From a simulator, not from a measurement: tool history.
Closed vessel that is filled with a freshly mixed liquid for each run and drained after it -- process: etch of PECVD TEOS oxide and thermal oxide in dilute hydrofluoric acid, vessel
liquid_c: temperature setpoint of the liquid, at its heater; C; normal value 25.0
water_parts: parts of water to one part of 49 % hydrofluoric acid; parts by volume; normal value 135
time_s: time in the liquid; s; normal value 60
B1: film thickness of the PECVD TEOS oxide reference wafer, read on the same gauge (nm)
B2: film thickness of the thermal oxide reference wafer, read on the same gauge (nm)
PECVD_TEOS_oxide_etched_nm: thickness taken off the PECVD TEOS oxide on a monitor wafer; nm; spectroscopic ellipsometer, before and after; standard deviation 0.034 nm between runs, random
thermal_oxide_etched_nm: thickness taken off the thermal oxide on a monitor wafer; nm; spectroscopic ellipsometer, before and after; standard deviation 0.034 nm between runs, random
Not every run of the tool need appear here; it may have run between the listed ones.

Run 1, hour 0.0: usual settings; B1 79.98; B2 40.001. Result: PECVD_TEOS_oxide_etched_nm 8.56 nm, thermal_oxide_etched_nm 1.963 nm.
Run 2, hour 35.0: usual settings but liquid_c 29.0 C, time_s 50 s; B1 80.01; B2 40.004. Result: PECVD_TEOS_oxide_etched_nm 8.30 nm, thermal_oxide_etched_nm 1.904 nm.
Run 3, hour 67.3: usual settings but liquid_c 29.0 C, time_s 50 s; B1 80.00; B2 39.981. Result: PECVD_TEOS_oxide_etched_nm 8.31 nm, thermal_oxide_etched_nm 1.931 nm.
At hour 92.2: gauge calibrated.
Run 4, hour 98.9: usual settings; B1 79.99; B2 40.021. Result: PECVD_TEOS_oxide_etched_nm 8.63 nm, thermal_oxide_etched_nm 1.968 nm.
Run 5, hour 116.8: usual settings; B1 80.00; B2 39.983. Result: PECVD_TEOS_oxide_etched_nm 8.58 nm, thermal_oxide_etched_nm 1.955 nm.
At hour 120.6: hydrofluoric acid flow meter replaced.
Run 6, hour 132.1: usual settings but time_s 70 s; B1 79.98; B2 39.992. Result: PECVD_TEOS_oxide_etched_nm 10.79 nm, thermal_oxide_etched_nm 2.400 nm.
Run 7, hour 216.3: usual settings but liquid_c 28.5 C, water_parts 90 parts by volume, time_s 50 s; B1 80.01; B2 39.997. Result: PECVD_TEOS_oxide_etched_nm 13.90 nm, thermal_oxide_etched_nm 3.171 nm.
Run 8, hour 240.5: usual settings but liquid_c 23.5 C, water_parts 110 parts by volume, time_s 80 s; B1 80.00; B2 39.952. Result: PECVD_TEOS_oxide_etched_nm 14.61 nm, thermal_oxide_etched_nm 3.452 nm.
Run 9, hour 266.3: usual settings; B1 79.99; B2 40.016. Result: PECVD_TEOS_oxide_etched_nm 9.23 nm, thermal_oxide_etched_nm 2.095 nm.
Run 10, hour 294.9: usual settings but water_parts 165 parts by volume, time_s 90 s; B1 80.04; B2 39.992. Result: PECVD_TEOS_oxide_etched_nm 10.84 nm, thermal_oxide_etched_nm 2.428 nm.
Run 11, hour 320.1: usual settings but liquid_c 27.0 C, time_s 50 s; B1 80.00; B2 39.987. Result: PECVD_TEOS_oxide_etched_nm 8.27 nm, thermal_oxide_etched_nm 1.912 nm.
Run 12, hour 346.9: usual settings but liquid_c 26.5 C, water_parts 195 parts by volume; B1 80.00; B2 39.998. Result: PECVD_TEOS_oxide_etched_nm 6.19 nm, thermal_oxide_etched_nm 1.423 nm.
Run 13, hour 374.2: usual settings but liquid_c 21.0 C, water_parts 165 parts by volume, time_s 35 s; B1 79.99; B2 39.993. Result: PECVD_TEOS_oxide_etched_nm 3.65 nm, thermal_oxide_etched_nm 0.861 nm.
Run 14, hour 397.5: usual settings; B1 80.00; B2 40.001. Result: PECVD_TEOS_oxide_etched_nm 9.19 nm, thermal_oxide_etched_nm 2.063 nm.
Run 15, hour 417.8: usual settings; B1 80.01; B2 39.975. Result: PECVD_TEOS_oxide_etched_nm 9.19 nm, thermal_oxide_etched_nm 2.109 nm.
At hour 450.9: thermometer replaced.
Run 16, hour 498.8: usual settings but liquid_c 28.5 C; B1 80.00; B2 40.033. Result: PECVD_TEOS_oxide_etched_nm 10.08 nm, thermal_oxide_etched_nm 2.344 nm.
Run 17, hour 510.9: usual settings; B1 79.98; B2 39.981. Result: PECVD_TEOS_oxide_etched_nm 8.90 nm, thermal_oxide_etched_nm 2.029 nm.
Run 18, hour 534.9: usual settings but liquid_c 22.0 C, water_parts 65 parts by volume; B1 79.99; B2 40.010. Result: PECVD_TEOS_oxide_etched_nm 17.72 nm, thermal_oxide_etched_nm 3.915 nm.
Run 19, hour 554.6: usual settings but water_parts 70 parts by volume; B1 80.02; B2 40.019. Result: PECVD_TEOS_oxide_etched_nm 18.48 nm, thermal_oxide_etched_nm 4.195 nm.
Run 20, hour 573.7: usual settings; B1 79.99; B2 40.041. Result: PECVD_TEOS_oxide_etched_nm 8.88 nm, thermal_oxide_etched_nm 1.968 nm.
Run 21, hour 605.7: usual settings but water_parts 105 parts by volume, time_s 45 s; B1 79.99; B2 39.986. Result: PECVD_TEOS_oxide_etched_nm 8.89 nm, thermal_oxide_etched_nm 2.015 nm.
Run 22, hour 629.8: usual settings but liquid_c 27.5 C, time_s 40 s; B1 79.97; B2 39.986. Result: PECVD_TEOS_oxide_etched_nm 6.47 nm, thermal_oxide_etched_nm 1.493 nm.

Forecast run 23:
Run 23, hour 649.6: usual settings but liquid_c 29.0 C, water_parts 170 parts by volume, time_s 80 s; B1 ?; B2 ?. Result: PECVD_TEOS_oxide_etched_nm ?, thermal_oxide_etched_nm ?.

Run 23 gave B1 80.00, B2 40.054, PECVD_TEOS_oxide_etched_nm 10.36 nm, thermal_oxide_etched_nm 2.369 nm.
Were there no unlogged condition in the tool, this run, its random variation unchanged, would have produced PECVD_TEOS_oxide_etched_nm 10.44 nm, thermal_oxide_etched_nm 2.387 nm.

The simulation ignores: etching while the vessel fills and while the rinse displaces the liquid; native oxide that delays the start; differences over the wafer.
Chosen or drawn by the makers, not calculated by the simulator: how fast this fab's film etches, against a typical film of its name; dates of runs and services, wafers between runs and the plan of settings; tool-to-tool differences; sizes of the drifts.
